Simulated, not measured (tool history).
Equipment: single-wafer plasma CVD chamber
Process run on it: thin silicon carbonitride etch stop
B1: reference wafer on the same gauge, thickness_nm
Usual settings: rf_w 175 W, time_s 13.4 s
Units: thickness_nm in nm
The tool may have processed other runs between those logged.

Run 1, hour 0.0: usual settings; B1 6.349. Result: thickness_nm 6.704 nm.
Run 2, hour 68.7: usual settings; B1 6.355. Result: thickness_nm 6.704 nm.
At hour 116.2: RF generator calibrated.
Run 3, hour 147.0: usual settings; B1 6.345. Result: thickness_nm 6.749 nm.
Run 4, hour 250.7: usual settings; B1 6.352. Result: thickness_nm 6.734 nm.
Run 5, hour 330.0: usual settings but rf_w 200 W; B1 6.348. Result: thickness_nm 7.095 nm.
Run 6, hour 383.5: usual settings but rf_w 200 W; B1 6.351. Result: thickness_nm 7.100 nm.
At hour 410.8: thermocouple changed; heater temperature recalibrated.
Run 7, hour 446.2: usual settings but rf_w 165 W, time_s 12.0 s; B1 6.351. Result: thickness_nm 5.910 nm.
Run 8, hour 522.4: usual settings but rf_w 165 W, time_s 12.0 s; B1 6.348. Result: thickness_nm 5.897 nm.
Run 9, hour 566.3: usual settings but rf_w 165 W, time_s 12.0 s; B1 6.347. Result: thickness_nm 5.907 nm.
Run 10, hour 654.1: usual settings; B1 6.347. Result: thickness_nm 6.756 nm.
At hour 656.9: gauge calibrated.
Run 11, hour 749.9: usual settings; B1 6.350. Result: thickness_nm 6.740 nm.
Run 12, hour 850.8: usual settings; B1 6.352. Result: thickness_nm 6.704 nm.
Run 13, hour 904.1: usual settings; B1 6.350. Result: thickness_nm 6.723 nm.
Run 14, hour 946.6: usual settings; B1 6.346. Result: thickness_nm 6.698 nm.
Run 15, hour 1020.7: usual settings but rf_w 165 W, time_s 14.9 s; B1 6.352. Result: thickness_nm 7.275 nm.
At hour 1065.6: RF generator calibrated.
Run 16, hour 1069.5: usual settings; B1 6.351. Result: thickness_nm 6.758 nm.
Run 17, hour 1166.7: usual settings but rf_w 205 W, time_s 15.4 s; B1 6.350. Result: thickness_nm 8.241 nm.
Run 18, hour 1222.5: usual settings but rf_w 155 W, time_s 15.3 s; B1 6.350. Result: thickness_nm 7.378 nm.
Run 19, hour 1329.6: usual settings but time_s 12.0 s; B1 6.351. Result: thickness_nm 6.060 nm.
Run 20, hour 1374.4: usual settings but rf_w 160 W, time_s 12.5 s; B1 6.352. Result: thickness_nm 6.080 nm.
Run 21, hour 1474.7: usual settings but rf_w 145 W, time_s 15.3 s; B1 6.352. Result: thickness_nm 7.181 nm.
Run 22, hour 1525.7: usual settings; B1 6.347. Result: thickness_nm 6.746 nm.
Run 23, hour 1567.3: usual settings but rf_w 195 W, time_s 14.7 s; B1 6.350. Result: thickness_nm 7.697 nm.
At hour 1576.8: showerhead replaced.
Run 24, hour 1606.9: usual settings; B1 6.353. Result: thickness_nm 6.729 nm.
Run 25, hour 1685.5: usual settings; B1 6.352. Result: thickness_nm 6.715 nm.
Run 26, hour 1766.6: usual settings but rf_w 165 W, time_s 15.4 s; B1 6.348. Result: thickness_nm 7.540 nm.
At hour 2003.9: thermocouple changed; heater temperature recalibrated.
Run 27, hour 2027.5: usual settings but rf_w 160 W, time_s 14.3 s; B1 6.353. Result: thickness_nm 6.893 nm.
At hour 2046.5: RF generator calibrated.
Run 28, hour 2081.0: usual settings but time_s 15.8 s; B1 6.352. Result: thickness_nm 7.967 nm.
Run 29, hour 2177.4: usual settings; B1 6.350. Result: thickness_nm 6.760 nm.
Run 30, hour 2263.6: usual settings but rf_w 155 W, time_s 14.5 s; B1 6.353. Result: thickness_nm 6.979 nm.
Run 31, hour 2432.9: usual settings but rf_w 205 W; B1 6.348. Result: thickness_nm 7.168 nm.
Run 32, hour 2532.5: usual settings but rf_w 160 W, time_s 11.3 s; B1 6.351. Result: thickness_nm 5.494 nm.
Run 33, hour 2842.2: usual settings; B1 6.348. Result: thickness_nm 6.716 nm.
Run 34, hour 2938.8: usual settings but rf_w 200 W, time_s 11.7 s; B1 6.350. Result: thickness_nm 6.155 nm.

Each row is a separate what-if for the run after 34, all from the same tool condition, not one after another. Results?
Run A, hour 2939.2: usual settings; B1 ?. Result: thickness_nm ?.
Run B, hour 2939.2: usual settings but rf_w 160 W, time_s 11.9 s; B1 ?. Result: thickness_nm ?.
Run C, hour 2939.2: usual settings but rf_w 155 W, time_s 11.9 s; B1 ?. Result: thickness_nm ?.
Run D, hour 2939.2: usual settings but rf_w 145 W, time_s 11.9 s; B1 ?. Result: thickness_nm ?.
Run E, hour 2939.2: usual settings but rf_w 150 W, time_s 15.9 s; B1 ?. Result: thickness_nm ?.

run     B1  thickness_nm
  A  6.351         6.692
  B  6.351         5.743
  C  6.351         5.673
  D  6.351         5.526
  E  6.351         7.483
Stripped of hidden state, with their random variation kept, the same runs would have yielded:
run  thickness_nm
  A         6.754
  B         5.797
  C         5.726
  D         5.578
  E         7.553
